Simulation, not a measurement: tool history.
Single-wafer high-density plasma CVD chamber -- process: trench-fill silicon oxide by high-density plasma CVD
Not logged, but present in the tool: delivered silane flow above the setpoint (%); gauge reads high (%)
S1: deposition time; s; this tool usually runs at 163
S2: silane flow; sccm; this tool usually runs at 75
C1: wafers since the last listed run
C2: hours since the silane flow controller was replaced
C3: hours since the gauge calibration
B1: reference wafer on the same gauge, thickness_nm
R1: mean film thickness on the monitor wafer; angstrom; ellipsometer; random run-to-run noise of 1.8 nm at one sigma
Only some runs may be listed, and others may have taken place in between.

Run 1, hour 0.0: usual settings but S1 187 s; C1 0; C2 3616.4; C3 41.3; B1 1239.895. Result: R1 14044.77 angstrom.
Run 2, hour 16.1: usual settings; C1 133; C2 3632.5; C3 57.4; B1 1240.641. Result: R1 12240.43 angstrom.
Run 3, hour 24.4: usual settings; C1 68; C2 3640.8; C3 65.7; B1 1239.775. Result: R1 12260.23 angstrom.
Run 4, hour 37.2: usual settings; C1 106; C2 3653.6; C3 78.5; B1 1239.807. Result: R1 12232.72 angstrom.
Run 5, hour 51.1: usual settings; C1 115; C2 3667.5; C3 92.4; B1 1241.161. Result: R1 12246.96 angstrom.
Run 6, hour 62.7: usual settings; C1 96; C2 3679.1; C3 104.0; B1 1239.600. Result: R1 12228.89 angstrom.
Run 7, hour 70.5: usual settings but S1 153 s, S2 67 sccm; C1 64; C2 3686.9; C3 111.8; B1 1239.780. Result: R1 10881.82 angstrom.
Run 8, hour 83.1: usual settings but S1 153 s, S2 67 sccm; C1 104; C2 3699.5; C3 124.4; B1 1239.531. Result: R1 10872.97 angstrom.
At hour 83.7: gauge calibrated.
Run 9, hour 90.5: usual settings but S1 153 s, S2 67 sccm; C1 61; C2 3706.9; C3 6.8; B1 1239.853. Result: R1 10867.72 angstrom.
Run 10, hour 103.9: usual settings; C1 111; C2 3720.3; C3 20.2; B1 1239.416. Result: R1 12236.10 angstrom.
Run 11, hour 111.4: usual settings but S1 151 s, S2 67 sccm; C1 62; C2 3727.8; C3 27.7; B1 1241.273. Result: R1 10700.75 angstrom.
Run 12, hour 123.8: usual settings but S1 190 s, S2 70 sccm; C1 103; C2 3740.2; C3 40.1; B1 1239.826. Result: R1 13805.62 angstrom.
Run 13, hour 131.4: usual settings; C1 63; C2 3747.8; C3 47.7; B1 1240.357. Result: R1 12267.47 angstrom.
At hour 142.6: silane flow controller replaced.
Run 14, hour 143.1: usual settings; C1 30; C2 0.5; C3 59.4; B1 1240.829. Result: R1 12244.60 angstrom.
Run 15, hour 149.7: usual settings but S1 146 s, S2 67 sccm; C1 54; C2 7.1; C3 66.0; B1 1239.768. Result: R1 10346.71 angstrom.
Run 16, hour 160.0: usual settings; C1 85; C2 17.4; C3 76.3; B1 1239.541. Result: R1 12275.81 angstrom.
Run 17, hour 176.1: usual settings but S1 194 s, S2 61 sccm; C1 133; C2 33.5; C3 92.4; B1 1240.483. Result: R1 13140.84 angstrom.
At hour 190.5: gauge calibrated.
Run 18, hour 194.0: usual settings; C1 148; C2 51.4; C3 3.5; B1 1240.791. Result: R1 12237.20 angstrom.
Run 19, hour 203.7: usual settings but S1 133 s, S2 84 sccm; C1 80; C2 61.1; C3 13.2; B1 1240.549. Result: R1 10632.89 angstrom.
Run 20, hour 219.6: usual settings but S1 152 s; C1 132; C2 77.0; C3 29.1; B1 1240.414. Result: R1 11384.78 angstrom.

Run-by-run hidden state of the tool:
delivered silane flow above the setpoint (%): 0 on each run
gauge reads high (%): 0 on each run
